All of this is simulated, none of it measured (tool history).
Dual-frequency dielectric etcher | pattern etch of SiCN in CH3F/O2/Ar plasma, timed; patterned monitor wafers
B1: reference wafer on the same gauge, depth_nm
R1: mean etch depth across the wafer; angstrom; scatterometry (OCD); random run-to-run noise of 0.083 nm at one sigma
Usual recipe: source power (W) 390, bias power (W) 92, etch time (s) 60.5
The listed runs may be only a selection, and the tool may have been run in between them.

run 1 hour=0.0 | source_power_(W)=390 bias_power_(W)=77 etch_time_(s)=66.0 | B1=27.60 | R1=242.3
run 2 hour=15.0 | source_power_(W)=390 bias_power_(W)=92 etch_time_(s)=60.5 | B1=27.60 | R1=244.0
run 3 hour=31.4 | source_power_(W)=390 bias_power_(W)=92 etch_time_(s)=60.5 | B1=27.61 | R1=245.2
-- hour=39.9 gauge calibrated
run 4 hour=42.8 | source_power_(W)=390 bias_power_(W)=92 etch_time_(s)=60.5 | B1=27.59 | R1=243.2
run 5 hour=56.9 | source_power_(W)=390 bias_power_(W)=92 etch_time_(s)=49.5 | B1=27.63 | R1=200.1
run 6 hour=68.4 | source_power_(W)=390 bias_power_(W)=92 etch_time_(s)=74.5 | B1=27.55 | R1=301.1
run 7 hour=75.0 | source_power_(W)=390 bias_power_(W)=92 etch_time_(s)=74.5 | B1=27.59 | R1=301.2
-- hour=106.5 upper electrode replaced
-- hour=107.1 bias power generator calibrated
-- hour=109.9 wet clean of the chamber
-- hour=111.7 source power generator calibrated
run 8 hour=112.2 | source_power_(W)=440 bias_power_(W)=80 etch_time_(s)=45.5 | B1=27.59 | R1=173.2
run 9 hour=112.5 | source_power_(W)=310 bias_power_(W)=84 etch_time_(s)=72.0 | B1=27.62 | R1=226.9
run 10 hour=112.9 | source_power_(W)=390 bias_power_(W)=92 etch_time_(s)=70.5 | B1=27.62 | R1=270.7
run 11 hour=122.2 | source_power_(W)=480 bias_power_(W)=92 etch_time_(s)=60.5 | B1=27.63 | R1=260.1
-- hour=138.3 gauge calibrated
run 12 hour=138.6 | source_power_(W)=390 bias_power_(W)=92 etch_time_(s)=49.5 | B1=27.58 | R1=190.1
run 13 hour=170.6 | source_power_(W)=390 bias_power_(W)=92 etch_time_(s)=46.0 | B1=27.57 | R1=177.2
run 14 hour=176.7 | source_power_(W)=450 bias_power_(W)=86 etch_time_(s)=52.0 | B1=27.61 | R1=210.9
run 15 hour=190.1 | source_power_(W)=460 bias_power_(W)=86 etch_time_(s)=75.0 | B1=27.62 | R1=307.3

Forecast each of these 4 alternatives for the next run:
run A hour=190.5 | source_power_(W)=390 bias_power_(W)=92 etch_time_(s)=60.5 | B1=? | R1=?
run B hour=190.5 | source_power_(W)=420 bias_power_(W)=75 etch_time_(s)=43.5 | B1=? | R1=?
run C hour=190.5 | source_power_(W)=470 bias_power_(W)=92 etch_time_(s)=76.5 | B1=? | R1=?
run D hour=190.5 | source_power_(W)=460 bias_power_(W)=106 etch_time_(s)=52.0 | B1=? | R1=?

run=A B1=27.60 R1=232.4
run=B B1=27.60 R1=157.5
run=C B1=27.60 R1=326.5
run=D B1=27.60 R1=235.1
Take away the tool's hidden state, keep each run's random variation, and the runs would have read:
run=A R1=233.7
run=B R1=158.4
run=C R1=328.4
run=D R1=236.4
